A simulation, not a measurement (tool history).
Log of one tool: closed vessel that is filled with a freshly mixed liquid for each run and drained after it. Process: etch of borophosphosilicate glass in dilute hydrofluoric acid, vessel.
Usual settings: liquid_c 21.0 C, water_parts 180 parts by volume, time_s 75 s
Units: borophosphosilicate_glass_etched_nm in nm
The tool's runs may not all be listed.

run	hour	liquid_c	water_parts	time_s	wafers since the last listed run	hours since the thermometer was replaced	hours since the hydrofluoric acid flow meter was replaced	hours since the gauge calibration	read-back film thickness of the borophosphosilicate glass reference wafer, read on the same gauge (nm)	borophosphosilicate_glass_etched_nm
1	0.0	21.0	180	75	0	2877.4	547.3	183.1	29.98	12.52
2	25.9	24.5	180	75	2932	2903.3	573.2	209.0	29.98	14.67
3	102.8	24.5	180	75	8707	2980.2	650.1	285.9	30.02	14.51
4	115.7	24.5	180	75	1460	2993.1	663.0	298.8	30.01	14.77
5	167.2	21.0	180	75	5831	3044.6	714.5	350.3	30.00	12.89
# hour 168.8: thermometer replaced
6	199.9	21.0	180	75	3589	31.1	747.2	383.0	30.02	13.09
7	229.2	19.5	180	75	3317	60.4	776.5	412.3	30.00	12.28
8	244.6	21.0	180	110	1743	75.8	791.9	427.7	30.04	19.38
9	274.3	23.5	135	115	3362	105.5	821.6	457.4	29.96	30.68
# hour 299.1: gauge calibrated
10	339.0	23.5	145	75	7326	170.2	886.3	39.9	30.05	19.02
11	355.2	24.5	115	85	1834	186.4	902.5	56.1	29.98	29.04
# hour 378.1: hydrofluoric acid flow meter replaced
12	438.7	21.0	265	50	9341	269.9	60.6	139.6	29.98	4.95
13	459.2	21.0	180	75	2321	290.4	81.1	160.1	29.98	12.05
14	493.6	23.0	125	75	3895	324.8	115.5	194.5	30.00	20.03

Hidden state or all else? Some run-to-run changes of borophosphosilicate_glass_etched_nm, split into what the settings, what came in and random variation would give without the hidden state, and what is left for the hidden state (with any gauge scatter that isn't in both results):
The hidden state here: liquid colder than its thermometer reads (K); hydrofluoric acid flow above the setpoint (%); gauge reads high (%).
Run 11 -> 12: liquid_c 24.5 -> 21.0, water_parts 115 -> 265, time_s 85 -> 50, hydrofluoric acid flow meter replaced. borophosphosilicate_glass_etched_nm -24.09 nm: hidden state -3.22, all else -20.87.

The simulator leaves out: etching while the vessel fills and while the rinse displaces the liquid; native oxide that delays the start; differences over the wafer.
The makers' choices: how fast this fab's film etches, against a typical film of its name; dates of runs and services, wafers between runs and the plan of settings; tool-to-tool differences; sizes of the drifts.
